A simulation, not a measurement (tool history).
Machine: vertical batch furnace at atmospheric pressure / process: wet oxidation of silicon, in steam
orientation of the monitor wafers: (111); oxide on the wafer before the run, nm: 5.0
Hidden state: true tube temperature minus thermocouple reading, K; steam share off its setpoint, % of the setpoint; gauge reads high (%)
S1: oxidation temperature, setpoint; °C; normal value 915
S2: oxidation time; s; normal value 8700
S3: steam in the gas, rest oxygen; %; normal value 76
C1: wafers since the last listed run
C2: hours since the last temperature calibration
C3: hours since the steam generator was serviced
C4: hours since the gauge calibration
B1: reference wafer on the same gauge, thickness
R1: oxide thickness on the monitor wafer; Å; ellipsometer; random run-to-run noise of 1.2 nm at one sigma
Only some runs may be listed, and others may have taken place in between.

run	hour	S1	S2	S3	C1	C2	C3	C4	B1	R1
1	0	915	8700	76	0	1374.3	1793.2	434.1	463.93	3906.9
2	17.7	915	8700	76	280	1392	1810.9	451.8	463.39	3899
3	26.4	915	8700	76	137	1400.7	1819.6	460.5	464.16	3904.1
4	39.5	915	8700	76	207	1413.8	1832.7	473.6	463.77	3918.1
5	52.2	915	8700	76	201	1426.5	1845.4	486.3	463.66	3890.6
6	74.8	915	8700	76	358	1449.1	1868	508.9	464.14	3902.6
7	94.2	915	8700	76	307	1468.5	1887.4	528.3	463.64	3872.1
8	103	915	8700	80	139	1477.3	1896.2	537.1	464.13	4016.9
9	123.2	915	8700	76	319	1497.5	1916.4	557.3	464.03	3872.2
10	136.2	915	8700	76	205	1510.5	1929.4	570.3	463.72	3868.8
11	150.3	915	8700	76	223	1524.6	1943.5	584.4	463.95	3856.3
12	163.8	915	8700	76	213	1538.1	1957	597.9	463.83	3871.8
# hour 205.5: thermocouples replaced and temperature profile calibrated
13	206	933	8700	76	288	0.5	1999.2	640.1	463.41	4415.8
14	211.6	933	8700	76	88	6.1	2004.8	645.7	464.26	4452.5
15	221.5	933	8700	76	156	16	2014.7	655.6	463.5	4399.5
16	241.1	897	8700	76	310	35.6	2034.3	675.2	464.06	3271.1
# hour 246.6: gauge calibrated
17	251.2	897	8700	76	159	45.7	2044.4	4.6	463.59	3284.1
18	271.5	915	8700	76	321	66	2064.7	24.9	463.48	3845.5
19	280.6	894	13050	80	144	75.1	2073.8	34	464.03	4426.8
20	290.3	915	8700	76	153	84.8	2083.5	43.7	464.18	3861.4
21	302.5	923	11220	82	193	97	2095.7	55.9	464.23	5123.6
22	311.5	915	4350	86	142	106	2104.7	64.9	464.28	2537.1
23	321.7	915	8700	76	161	116.2	2114.9	75.1	463.63	3833.7

For run 24, what comes out?
24	339.3	908	8700	72	278	133.8	2132.5	92.7	?	?

{"run 24": {"B1": 463.54, "R1": 3482.6}}
Had the tool carried no hidden state, the very same run would have given R1 3726.5 Å.

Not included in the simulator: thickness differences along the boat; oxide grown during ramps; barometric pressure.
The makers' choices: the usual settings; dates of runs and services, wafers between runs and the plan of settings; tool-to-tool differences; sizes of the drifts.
